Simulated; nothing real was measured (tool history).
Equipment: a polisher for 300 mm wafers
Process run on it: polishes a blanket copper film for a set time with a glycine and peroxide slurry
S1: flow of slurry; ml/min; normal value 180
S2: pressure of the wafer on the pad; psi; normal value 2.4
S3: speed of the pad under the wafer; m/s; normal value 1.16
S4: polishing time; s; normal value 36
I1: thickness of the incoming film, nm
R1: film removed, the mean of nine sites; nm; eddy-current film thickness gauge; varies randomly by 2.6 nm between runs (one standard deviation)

run,hour,S1,S2,S3,S4,I1,R1
1,0.0,180,3.0,1.16,36,1076.7,233.2
# hour 7.7: worn pad replaced by a new one
# hour 20.3: slurry nozzle cleaned
2,25.4,180,3.0,1.16,36,1056.5,231.8
3,53.4,180,2.4,1.16,36,1057.4,190.7
4,88.0,180,2.4,1.16,36,1064.5,193.6
5,111.5,180,2.4,1.16,26,1074.6,139.3
# hour 123.8: worn pad replaced by a new one
6,124.3,180,2.4,1.16,36,1077.2,191.3
7,139.6,180,2.4,1.16,36,1072.5,191.9
8,168.9,180,2.4,1.16,36,1063.9,195.4
9,204.6,180,2.4,1.16,36,1054.1,193.8
10,221.9,180,2.4,1.16,36,1066.6,191.2
11,235.2,180,2.4,1.16,36,1079.1,186.4
# hour 245.1: worn pad replaced by a new one, of another model than before
12,251.4,180,2.4,1.16,36,1085.4,198.1
# hour 261.1: head pressure recalibrated
13,263.6,165,1.8,0.86,25,1049.2,109.6
14,289.6,180,2.4,0.94,36,1063.9,189.0
15,306.3,135,2.4,1.16,36,1078.1,196.9
16,335.0,125,2.4,1.16,36,1066.5,198.3
# hour 346.2: worn pad replaced by a new one
17,369.7,180,2.4,1.16,36,1078.0,205.9
# hour 377.8: slurry nozzle cleaned
18,386.5,180,2.4,1.16,45,1067.2,259.2
19,411.3,180,2.4,0.86,36,1058.4,180.8
# hour 442.4: worn pad replaced by a new one
20,494.2,135,2.4,1.16,29,1064.7,160.7
21,509.0,180,2.4,1.16,36,1076.9,202.2
22,521.5,180,2.4,1.16,36,1075.3,210.8
# hour 549.8: worn pad replaced by a new one
23,550.3,180,2.4,1.16,36,1055.0,204.0

Consider 3 possible next runs. They are alternatives, not a sequence: every one starts from the tool as it was left by run 23. What does each give?
A,550.7,180,2.4,1.16,36,1083.1,?
B,550.7,180,2.4,1.54,36,1083.1,?
C,550.7,180,1.8,1.52,48,1083.1,?

run,R1
A,209.3
B,248.0
C,291.6
Without the tool's unlogged condition, the same runs would have read:
run,R1
A,215.4
B,255.5
C,300.3
